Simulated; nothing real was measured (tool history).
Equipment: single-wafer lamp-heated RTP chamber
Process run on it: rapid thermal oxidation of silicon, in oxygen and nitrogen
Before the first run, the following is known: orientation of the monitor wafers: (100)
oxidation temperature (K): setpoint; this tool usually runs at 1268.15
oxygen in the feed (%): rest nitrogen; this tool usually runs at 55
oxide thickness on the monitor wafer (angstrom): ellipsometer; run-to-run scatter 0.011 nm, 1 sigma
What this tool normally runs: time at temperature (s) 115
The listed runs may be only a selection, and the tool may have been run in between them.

run    hour  oxidation temperature (K)  time at temperature (s)  oxygen in the feed (%)  read-back reference wafer on the same gauge, thickness  oxide thickness on the monitor wafer (angstrom)
  1       0                    1245.15                      115                      55                                                    6.02                                               47
  2    49.1                    1245.15                      115                      55                                                   6.018                                            47.02
  3    95.8                    1268.15                       87                      55                                                   6.022                                            49.45
  4   149.1                    1268.15                      115                      42                                                    6.02                                            51.03
  5   195.6                    1268.15                      134                      55                                                   6.021                                               60
  6   240.5                    1268.15                      134                      55                                                   6.023                                            60.16
  7   404.4                    1268.15                      115                      55                                                   6.024                                            56.44
  8   429.8                    1268.15                      115                      55                                                    6.02                                            56.52
  9   495.7                    1268.15                      115                      55                                                   6.021                                            56.42
 10     525                    1268.15                      115                      55                                                   6.019                                            56.36
        562  -- oxygen flow controller replaced
 11   563.3                    1268.15                      115                      55                                                   6.021                                            56.46
 12   610.3                    1268.15                      115                      55                                                   6.018                                            56.31
      623.6  -- pyrometer window cleaned and pyrometer calibrated
 13   638.3                    1268.15                      115                      55                                                    6.02                                            55.28
 14   699.2                    1268.15                      115                      55                                                   6.019                                            55.74
 15     761                    1294.15                      167                      38                                                   6.022                                            69.84
 16   790.8                    1268.15                      136                      78                                                   6.021                                            68.34
 17   844.3                    1294.15                      115                      55                                                   6.019                                            67.66
 18   903.2                    1268.15                      115                      55                                                   6.021                                            56.13
 19   965.8                    1245.15                      115                      55                                                   6.018                                            47.57
 20  1176.8                    1278.15                      161                      34                                                    6.02                                            59.69
     1378.8  -- gauge calibrated
       1379  -- pyrometer window cleaned and pyrometer calibrated
 21  1379.5                    1251.15                       99                      44                                                   6.021                                            42.61
 22  1413.6                    1245.15                       91                      63                                                   6.024                                            44.38
 23  1481.4                    1268.15                       80                      55                                                    6.02                                             47.5
 24    1522                    1248.15                      115                      55                                                   6.022                                            48.27
 25  1561.8                    1268.15                      115                      30                                                    6.02                                            45.46
 26  1587.9                    1252.15                      100                      55                                                   6.019                                            46.79

What will run 27 give?
 27  1630.5                    1254.15                       83                      47                                                       ?                                                ?

read-back reference wafer on the same gauge, thickness: 6.02
oxide thickness on the monitor wafer (angstrom): 41.79
Without the tool's hidden state the same run would have given oxide thickness on the monitor wafer (angstrom) 40.97.

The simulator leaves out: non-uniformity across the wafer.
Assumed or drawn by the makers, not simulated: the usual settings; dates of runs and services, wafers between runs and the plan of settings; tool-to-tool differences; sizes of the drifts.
